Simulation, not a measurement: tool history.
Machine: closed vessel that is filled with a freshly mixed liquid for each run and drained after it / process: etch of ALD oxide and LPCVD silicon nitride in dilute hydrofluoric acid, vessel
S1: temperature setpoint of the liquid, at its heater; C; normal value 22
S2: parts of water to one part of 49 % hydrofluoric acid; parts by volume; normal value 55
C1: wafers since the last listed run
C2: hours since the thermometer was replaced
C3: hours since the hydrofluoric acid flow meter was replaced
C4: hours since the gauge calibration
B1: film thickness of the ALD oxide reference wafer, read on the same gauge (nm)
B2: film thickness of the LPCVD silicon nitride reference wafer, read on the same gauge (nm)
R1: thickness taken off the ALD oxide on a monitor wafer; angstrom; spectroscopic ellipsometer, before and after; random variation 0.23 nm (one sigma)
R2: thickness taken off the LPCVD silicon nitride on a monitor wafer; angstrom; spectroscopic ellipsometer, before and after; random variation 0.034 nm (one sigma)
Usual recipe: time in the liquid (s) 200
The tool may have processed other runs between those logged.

{"run": 1, "hour": 0.0, "S1": 22, "S2": 55, "time in the liquid (s)": 200, "C1": 0, "C2": 411.5, "C3": 910.3, "C4": 366.5, "B1": 110.02, "B2": 129.993, "R1": 441.4, "R2": 15.1}
{"run": 2, "hour": 44.0, "S1": 22, "S2": 55, "time in the liquid (s)": 200, "C1": 2592, "C2": 455.5, "C3": 954.3, "C4": 410.5, "B1": 110, "B2": 129.992, "R1": 440.7, "R2": 15.24}
{"run": 3, "hour": 71.8, "S1": 22, "S2": 55, "time in the liquid (s)": 200, "C1": 1638, "C2": 483.3, "C3": 982.1, "C4": 438.3, "B1": 110.02, "B2": 129.985, "R1": 443.4, "R2": 14.85}
{"run": 4, "hour": 115.7, "S1": 22, "S2": 55, "time in the liquid (s)": 200, "C1": 2586, "C2": 527.2, "C3": 1026, "C4": 482.2, "B1": 109.98, "B2": 129.982, "R1": 438.9, "R2": 14.25}
{"run": 5, "hour": 172.7, "S1": 22, "S2": 55, "time in the liquid (s)": 200, "C1": 3358, "C2": 584.2, "C3": 1083, "C4": 539.2, "B1": 109.97, "B2": 129.977, "R1": 434.9, "R2": 14.28}
{"run": 6, "hour": 223.6, "S1": 22, "S2": 55, "time in the liquid (s)": 200, "C1": 2999, "C2": 635.1, "C3": 1133.9, "C4": 590.1, "B1": 110, "B2": 130.026, "R1": 436.5, "R2": 14.84}
{"run": 7, "hour": 291.6, "S1": 22, "S2": 55, "time in the liquid (s)": 200, "C1": 4007, "C2": 703.1, "C3": 1201.9, "C4": 658.1, "B1": 110.01, "B2": 130, "R1": 428.3, "R2": 14.3}
{"hour": 297.3, "done": "gauge calibrated"}
{"hour": 336.9, "done": "thermometer replaced"}
{"run": 8, "hour": 355.8, "S1": 17.5, "S2": 30, "time in the liquid (s)": 165, "C1": 3724, "C2": 18.9, "C3": 1266.1, "C4": 58.5, "B1": 109.98, "B2": 129.995, "R1": 578.1, "R2": 17.25}
{"hour": 389.3, "done": "hydrofluoric acid flow meter replaced"}
{"run": 9, "hour": 404.5, "S1": 22, "S2": 55, "time in the liquid (s)": 200, "C1": 2810, "C2": 67.6, "C3": 15.2, "C4": 107.2, "B1": 110, "B2": 130.013, "R1": 451.6, "R2": 15.32}
{"run": 10, "hour": 461.5, "S1": 22, "S2": 25, "time in the liquid (s)": 80, "C1": 3358, "C2": 124.6, "C3": 72.2, "C4": 164.2, "B1": 109.98, "B2": 130.013, "R1": 411.3, "R2": 13.05}
{"run": 11, "hour": 499.3, "S1": 22, "S2": 55, "time in the liquid (s)": 200, "C1": 2227, "C2": 162.4, "C3": 110, "C4": 202, "B1": 110, "B2": 129.992, "R1": 447.7, "R2": 15.43}
{"run": 12, "hour": 539.2, "S1": 27, "S2": 35, "time in the liquid (s)": 100, "C1": 2351, "C2": 202.3, "C3": 149.9, "C4": 241.9, "B1": 109.99, "B2": 130.005, "R1": 440.5, "R2": 16.63}
{"run": 13, "hour": 578.6, "S1": 20, "S2": 45, "time in the liquid (s)": 200, "C1": 2321, "C2": 241.7, "C3": 189.3, "C4": 281.3, "B1": 110.03, "B2": 130.004, "R1": 505.8, "R2": 16.29}
{"run": 14, "hour": 641.0, "S1": 18.5, "S2": 55, "time in the liquid (s)": 170, "C1": 3677, "C2": 304.1, "C3": 251.7, "C4": 343.7, "B1": 110.01, "B2": 130.004, "R1": 324.6, "R2": 10.04}
{"run": 15, "hour": 670.5, "S1": 22, "S2": 55, "time in the liquid (s)": 200, "C1": 1738, "C2": 333.6, "C3": 281.2, "C4": 373.2, "B1": 109.96, "B2": 130, "R1": 441.3, "R2": 14.8}

Consider 3 possible next runs. They are alternatives, not a sequence: every one starts from the tool as it was left by run 15. What does each give?
{"run": "A", "hour": 671.2, "S1": 22, "S2": 55, "time in the liquid (s)": 200, "C1": 41, "C2": 334.3, "C3": 281.9, "C4": 373.9, "B1": "?", "B2": "?", "R1": "?", "R2": "?"}
{"run": "B", "hour": 671.2, "S1": 20, "S2": 45, "time in the liquid (s)": 120, "C1": 41, "C2": 334.3, "C3": 281.9, "C4": 373.9, "B1": "?", "B2": "?", "R1": "?", "R2": "?"}
{"run": "C", "hour": 671.2, "S1": 19, "S2": 35, "time in the liquid (s)": 95, "C1": 41, "C2": 334.3, "C3": 281.9, "C4": 373.9, "B1": "?", "B2": "?", "R1": "?", "R2": "?"}

run=A B1=110.02 B2=129.994 R1=440.1 R2=14.85
run=B B1=110.02 B2=129.994 R1=300 R2=9.42
run=C B1=110.02 B2=129.994 R1=295.9 R2=8.87
With no hidden state in the tool, these same runs would have given:
run=A R1=458.1 R2=15.86
run=B R1=312.6 R2=10.08
run=C R1=308.5 R2=9.49

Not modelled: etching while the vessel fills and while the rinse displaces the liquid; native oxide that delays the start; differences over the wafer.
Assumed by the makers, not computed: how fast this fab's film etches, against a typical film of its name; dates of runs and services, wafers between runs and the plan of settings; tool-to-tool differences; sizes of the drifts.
